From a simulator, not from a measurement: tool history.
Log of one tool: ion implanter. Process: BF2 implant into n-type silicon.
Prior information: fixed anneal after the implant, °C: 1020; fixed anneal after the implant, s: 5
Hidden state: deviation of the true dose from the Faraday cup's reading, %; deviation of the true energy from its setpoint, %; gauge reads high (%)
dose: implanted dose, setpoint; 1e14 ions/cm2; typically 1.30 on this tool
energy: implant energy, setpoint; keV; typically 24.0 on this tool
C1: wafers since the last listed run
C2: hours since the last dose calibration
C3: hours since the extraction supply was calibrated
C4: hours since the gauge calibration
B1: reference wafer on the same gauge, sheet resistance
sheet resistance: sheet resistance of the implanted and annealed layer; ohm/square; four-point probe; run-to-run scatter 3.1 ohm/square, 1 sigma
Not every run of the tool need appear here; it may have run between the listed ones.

run 1 hour=0.0 | dose=1.30 energy=24.0 | C1=0 C2=1608.3 C3=3873.6 C4=51.4 | B1=830.25 | sheet_resistance=792.03
run 2 hour=14.5 | dose=1.30 energy=24.0 | C1=169 C2=1622.8 C3=3888.1 C4=65.9 | B1=828.20 | sheet_resistance=791.49
run 3 hour=29.1 | dose=1.30 energy=24.0 | C1=170 C2=1637.4 C3=3902.7 C4=80.5 | B1=828.08 | sheet_resistance=798.30
run 4 hour=36.0 | dose=1.44 energy=24.0 | C1=80 C2=1644.3 C3=3909.6 C4=87.4 | B1=828.80 | sheet_resistance=733.50
run 5 hour=63.7 | dose=1.20 energy=24.0 | C1=323 C2=1672.0 C3=3937.3 C4=115.1 | B1=828.92 | sheet_resistance=855.59
run 6 hour=77.6 | dose=1.30 energy=24.0 | C1=162 C2=1685.9 C3=3951.2 C4=129.0 | B1=828.49 | sheet_resistance=793.82
run 7 hour=89.0 | dose=1.30 energy=24.0 | C1=133 C2=1697.3 C3=3962.6 C4=140.4 | B1=828.36 | sheet_resistance=802.23
run 8 hour=98.8 | dose=1.30 energy=24.0 | C1=114 C2=1707.1 C3=3972.4 C4=150.2 | B1=829.36 | sheet_resistance=792.64
run 9 hour=113.9 | dose=1.30 energy=24.0 | C1=176 C2=1722.2 C3=3987.5 C4=165.3 | B1=828.41 | sheet_resistance=803.79
run 10 hour=126.9 | dose=1.14 energy=24.0 | C1=151 C2=1735.2 C3=4000.5 C4=178.3 | B1=828.75 | sheet_resistance=885.27
run 11 hour=136.6 | dose=1.14 energy=24.0 | C1=113 C2=1744.9 C3=4010.2 C4=188.0 | B1=829.19 | sheet_resistance=889.39
run 12 hour=151.7 | dose=1.30 energy=24.0 | C1=176 C2=1760.0 C3=4025.3 C4=203.1 | B1=829.64 | sheet_resistance=796.88
run 13 hour=164.6 | dose=1.10 energy=31.0 | C1=150 C2=1772.9 C3=4038.2 C4=216.0 | B1=829.28 | sheet_resistance=872.10
run 14 hour=173.7 | dose=1.41 energy=24.0 | C1=106 C2=1782.0 C3=4047.3 C4=225.1 | B1=828.47 | sheet_resistance=745.31
-- hour=178.1 gauge calibrated
run 15 hour=179.9 | dose=1.63 energy=20.5 | C1=72 C2=1788.2 C3=4053.5 C4=1.8 | B1=829.74 | sheet_resistance=672.38
run 16 hour=189.0 | dose=1.30 energy=29.5 | C1=106 C2=1797.3 C3=4062.6 C4=10.9 | B1=828.50 | sheet_resistance=769.47
-- hour=200.3 Faraday cup replaced and dose calibrated
run 17 hour=205.9 | dose=1.20 energy=24.0 | C1=103 C2=5.6 C3=4079.5 C4=27.8 | B1=828.68 | sheet_resistance=847.13
-- hour=215.6 extraction supply calibrated
run 18 hour=217.1 | dose=1.10 energy=31.0 | C1=37 C2=16.8 C3=1.5 C4=39.0 | B1=828.51 | sheet_resistance=875.10
run 19 hour=223.3 | dose=1.62 energy=27.5 | C1=72 C2=23.0 C3=7.7 C4=45.2 | B1=829.45 | sheet_resistance=653.00
run 20 hour=232.4 | dose=1.59 energy=29.5 | C1=106 C2=32.1 C3=16.8 C4=54.3 | B1=829.56 | sheet_resistance=653.84
run 21 hour=238.8 | dose=1.61 energy=18.0 | C1=74 C2=38.5 C3=23.2 C4=60.7 | B1=829.89 | sheet_resistance=686.96
run 22 hour=250.7 | dose=1.04 energy=16.0 | C1=138 C2=50.4 C3=35.1 C4=72.6 | B1=830.47 | sheet_resistance=1024.21
run 23 hour=257.8 | dose=1.65 energy=31.0 | C1=82 C2=57.5 C3=42.2 C4=79.7 | B1=827.65 | sheet_resistance=630.75
run 24 hour=265.1 | dose=1.58 energy=28.5 | C1=85 C2=64.8 C3=49.5 C4=87.0 | B1=829.22 | sheet_resistance=662.47
run 25 hour=296.7 | dose=1.30 energy=24.0 | C1=368 C2=96.4 C3=81.1 C4=118.6 | B1=828.96 | sheet_resistance=800.76

What differs in the tool's unlogged condition from the final listed run ahead of each entry between runs to the first listed run following it?
Runs 14 to 15: gauge calibrated (hour 178.1)
  nothing in the hidden state changes from one run to the other
Runs 16 to 17: Faraday cup replaced and dose calibrated (hour 200.3)
  nothing in the hidden state changes from one run to the other
Runs 17 to 18: extraction supply calibrated (hour 215.6)
  nothing in the hidden state changes from one run to the other
